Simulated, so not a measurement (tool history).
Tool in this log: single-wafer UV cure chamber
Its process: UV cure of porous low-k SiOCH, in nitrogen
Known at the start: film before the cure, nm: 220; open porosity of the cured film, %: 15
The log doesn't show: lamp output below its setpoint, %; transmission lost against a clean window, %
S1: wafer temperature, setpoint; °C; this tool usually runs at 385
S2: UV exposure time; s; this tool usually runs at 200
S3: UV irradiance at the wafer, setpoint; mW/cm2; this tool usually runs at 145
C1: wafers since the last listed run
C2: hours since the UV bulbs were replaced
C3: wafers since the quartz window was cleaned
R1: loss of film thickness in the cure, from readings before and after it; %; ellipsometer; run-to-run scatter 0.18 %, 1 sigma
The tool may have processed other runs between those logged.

run,day,S1,S2,S3,C1,C2,C3,R1
1,0,385,200,145,0,1480.6,861,12.403
2,1.812,385,225,145,155,1524.1,1016,13.408
3,3.088,385,200,115,109,1554.7,1125,11.775
4,4.629,385,200,115,132,1591.7,1257,11.534
5,6.079,385,200,115,124,1626.5,1382,11.656
6,7.354,394,200,145,109,1657.1,1491,12.408
7,8.867,385,200,145,129,1693.4,1621,12.724
# day 10.721: UV bulbs replaced
8,10.842,385,125,145,140,2.9,1761,10.54
# day 12.883: quartz window cleaned
9,13.596,392,165,133,207,69,61,11.499
10,16.508,385,295,180,249,138.9,310,15.117

Estimate the outcome of run 11 from the log above:
11,19.3,385,200,145,239,205.9,550,?

{"run 11": {"R1": 12.457}}
If the tool had no hidden condition, the same run with the same run-to-run variation would have returned R1 12.457 %.

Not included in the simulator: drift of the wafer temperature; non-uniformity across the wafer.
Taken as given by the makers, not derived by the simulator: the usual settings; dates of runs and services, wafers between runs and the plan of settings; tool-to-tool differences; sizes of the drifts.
